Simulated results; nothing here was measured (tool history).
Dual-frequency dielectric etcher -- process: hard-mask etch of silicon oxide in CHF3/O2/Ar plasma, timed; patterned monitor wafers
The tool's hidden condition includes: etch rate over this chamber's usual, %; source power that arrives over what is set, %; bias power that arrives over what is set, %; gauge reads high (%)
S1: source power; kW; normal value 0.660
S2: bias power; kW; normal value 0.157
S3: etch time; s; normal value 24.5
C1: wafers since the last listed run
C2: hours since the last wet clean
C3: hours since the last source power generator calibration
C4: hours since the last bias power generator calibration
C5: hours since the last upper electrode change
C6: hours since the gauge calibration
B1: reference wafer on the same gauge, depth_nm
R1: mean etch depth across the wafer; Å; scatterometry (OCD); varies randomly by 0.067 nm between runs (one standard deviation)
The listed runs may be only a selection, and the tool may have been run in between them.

run,hour,S1,S2,S3,C1,C2,C3,C4,C5,C6,B1,R1
1,0.0,0.660,0.178,28.0,0,269.1,3068.3,2449.4,3956.3,52.6,41.30,533.8
2,33.3,0.660,0.178,28.0,613,302.4,3101.6,2482.7,3989.6,85.9,41.30,534.9
3,46.2,0.660,0.178,28.0,237,315.3,3114.5,2495.6,4002.5,98.8,41.28,534.4
4,60.3,0.660,0.157,24.5,259,329.4,3128.6,2509.7,4016.6,112.9,41.30,448.7
5,84.3,0.660,0.157,24.5,441,353.4,3152.6,2533.7,4040.6,136.9,41.29,449.5
6,97.4,0.660,0.157,24.5,241,366.5,3165.7,2546.8,4053.7,150.0,41.32,450.2
# hour 115.3: source power generator calibrated
7,123.5,0.660,0.182,24.5,407,392.6,8.2,2572.9,4079.8,176.1,41.30,472.5
# hour 152.8: upper electrode replaced
# hour 160.0: wet clean of the chamber
8,160.5,0.660,0.182,24.5,106,0.5,45.2,2609.9,7.7,213.1,41.30,467.8
9,175.6,0.790,0.138,30.5,278,15.6,60.3,2625.0,22.8,228.2,41.31,578.1
10,188.2,0.780,0.157,30.0,232,28.2,72.9,2637.6,35.4,240.8,41.30,587.8
# hour 192.0: gauge calibrated
11,221.1,0.660,0.157,19.0,605,61.1,105.8,2670.5,68.3,29.1,41.31,345.8
12,245.0,0.810,0.129,31.5,440,85.0,129.7,2694.4,92.2,53.0,41.30,594.1
13,259.4,0.660,0.157,24.5,265,99.4,144.1,2708.8,106.6,67.4,41.29,445.4
# hour 276.4: bias power generator calibrated
14,289.0,0.780,0.186,18.0,471,129.0,173.7,12.6,136.2,97.0,41.29,374.1
15,303.5,0.660,0.157,28.5,267,143.5,188.2,27.1,150.7,111.5,41.30,519.4
16,323.2,0.500,0.157,28.5,362,163.2,207.9,46.8,170.4,131.2,41.32,454.7
17,353.5,0.660,0.157,30.5,558,193.5,238.2,77.1,200.7,161.5,41.31,557.8

Each row is a separate what-if for the run after 17, all from the same tool condition, not one after another. Results?
A,353.9,0.660,0.130,24.5,7,193.9,238.6,77.5,201.1,161.9,?,?
B,353.9,0.500,0.184,31.0,7,193.9,238.6,77.5,201.1,161.9,?,?
C,353.9,0.710,0.157,24.5,7,193.9,238.6,77.5,201.1,161.9,?,?

run,B1,R1
A,41.30,422.4
B,41.30,520.9
C,41.30,463.0
What these runs would have given with no unlogged condition in the tool:
run,R1
A,419.4
B,517.1
C,459.7

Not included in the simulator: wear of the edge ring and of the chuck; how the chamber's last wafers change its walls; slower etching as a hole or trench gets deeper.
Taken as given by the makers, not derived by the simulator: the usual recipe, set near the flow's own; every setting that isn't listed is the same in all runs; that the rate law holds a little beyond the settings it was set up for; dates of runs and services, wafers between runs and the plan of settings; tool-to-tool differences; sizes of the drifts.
